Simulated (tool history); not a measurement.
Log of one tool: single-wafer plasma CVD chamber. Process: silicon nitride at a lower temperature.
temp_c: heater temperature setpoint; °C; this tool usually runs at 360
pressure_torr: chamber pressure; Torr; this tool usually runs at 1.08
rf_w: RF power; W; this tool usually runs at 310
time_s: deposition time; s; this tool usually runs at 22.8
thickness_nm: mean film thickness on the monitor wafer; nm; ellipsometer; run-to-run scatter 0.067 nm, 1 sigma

run     day  temp_c  pressure_torr  rf_w  time_s  wafers since the last listed run  hours since the last thermocouple change  hours since the last RF generator calibration  hours since the last manometer calibration  hours since the showerhead was replaced  hours since the gauge calibration  read-back reference wafer on the same gauge, thickness_nm  thickness_nm
  1       0     360           1.08   310    22.8                                 0                                    1891.9                                         1359.6                                      2562.1                                   2977.5                              372.3                                                     27.245        22.595
  2     0.7     360           1.08   325    22.8                               512                                    1908.7                                         1376.4                                      2578.9                                   2994.3                              389.1                                                     27.272        23.127
  3   1.408     360           1.08   325    22.8                               518                                    1925.7                                         1393.4                                      2595.9                                   3011.3                              406.1                                                     27.264        23.098
  4   1.738     360           1.08   325    22.8                               241                                    1933.6                                         1401.3                                      2603.8                                   3019.2                                414                                                     27.311        23.009
      2.438  -- RF generator calibrated
  5   2.458     360           1.08   310    20.7                               283                                    1950.9                                            0.5                                      2621.1                                   3036.5                              431.3                                                     27.286        21.363
  6   3.062     360           1.08   310    22.8                               442                                    1965.4                                             15                                      2635.6                                     3051                              445.8                                                     27.307        23.414
      3.358  -- gauge calibrated
  7   3.433     360           1.08   310    22.8                               271                                    1974.3                                           23.9                                      2644.5                                   3059.9                                1.8                                                       27.3        23.528
  8   3.879     360           1.08   310    22.8                               326                                      1985                                           34.6                                      2655.2                                   3070.6                               12.5                                                     27.313        23.403
      4.788  -- capacitance manometer re-zeroed and calibrated
  9   4.808     360           1.08   310    22.8                               436                                    2007.3                                           56.9                                         0.5                                   3092.9                               34.8                                                     27.283        23.385
 10   5.083     353           1.08   345    22.8                               201                                    2013.9                                           63.5                                         7.1                                   3099.5                               41.4                                                      27.34         24.75
 11   5.633     364           1.08   335    22.8                               402                                    2027.1                                           76.7                                        20.3                                   3112.7                               54.6                                                     27.269        24.272
 12   6.208     360           1.08   310    22.8                               421                                    2040.9                                           90.5                                        34.1                                   3126.5                               68.4                                                     27.277        23.323
 13   6.567     355           1.08   310    22.8                               262                                    2049.5                                           99.1                                        42.7                                   3135.1                                 77                                                     27.294        23.416
 14   7.025     374           0.89   310    26.6                               335                                    2060.5                                          110.1                                        53.7                                   3146.1                                 88                                                     27.302        25.963
      7.546  -- showerhead replaced
 15   7.567     360           1.08   310    22.8                               152                                    2073.5                                          123.1                                        66.7                                      0.5                                101                                                     27.335         23.34
 16   8.512     369           1.31   265    19.6                               692                                    2096.2                                          145.8                                        89.4                                     23.2                              123.7                                                     27.276        19.511
     10.175  -- thermocouple changed; heater temperature recalibrated
 17    10.2     367           1.08   310    22.8                               991                                       0.6                                          186.3                                       129.9                                     63.7                              164.2                                                     27.274        23.246
 18  10.792     372           1.22   310    26.3                               433                                      14.8                                          200.5                                       144.1                                     77.9                              178.4                                                     27.253        27.554
 19  11.292     360           1.32   330    22.8                               366                                      26.8                                          212.5                                       156.1                                     89.9                              190.4                                                     27.319        25.177
 20  11.583     360           1.08   310    22.8                               213                                      33.8                                          219.5                                       163.1                                     96.9                              197.4                                                     27.338        23.333
 21  11.988     360           1.08   310    22.8                               295                                      43.5                                          229.2                                       172.8                                    106.6                              207.1                                                     27.312        23.275
 22  12.442     356           1.08   310    26.1                               332                                      54.4                                          240.1                                       183.7                                    117.5                                218                                                     27.297        26.721
 23  12.771     360           1.08   310    22.8                               241                                      62.3                                            248                                       191.6                                    125.4                              225.9                                                      27.28        23.464
 24  13.325     360           0.95   310    22.8                               405                                      75.6                                          261.3                                       204.9                                    138.7                              239.2                                                     27.279        22.648
 25  14.021     360           1.15   265    22.8                               509                                      92.3                                            278                                       221.6                                    155.4                              255.9                                                      27.26        21.891
 26  14.692     345           1.08   250    24.3                               491                                     108.4                                          294.1                                       237.7                                    171.5                                272                                                     27.342        22.489
 27  15.304     360           1.08   310    22.8                               448                                     123.1                                          308.8                                       252.4                                    186.2                              286.7                                                     27.258        23.381
 28  15.629     372           1.08   370    22.8                               237                                     130.9                                          316.6                                       260.2                                      194                              294.5                                                     27.312        25.144

Per-run results on a tool with no hidden state, each run keeping its own random variation:
Hidden conditions of the tool in this case: wafer temperature above the value expected at the setpoint (K); delivered RF power above the setpoint (%); true pressure above the setpoint (%); gauge reads high (%).
run  thickness_nm
  1        23.547
  2        24.102
  3        24.084
  4        23.997
  5        21.402
  6        23.466
  7        23.587
  8        23.468
  9        23.466
 10        24.836
 11        24.369
 12        23.425
 13        23.525
 14        26.092
 15        23.464
 16        19.631
 17        23.412
 18        27.762
 19        25.376
 20        23.522
 21         23.47
 22        26.953
 23        23.674
 24        22.859
 25        22.112
 26        22.735
 27        23.631
 28        25.408
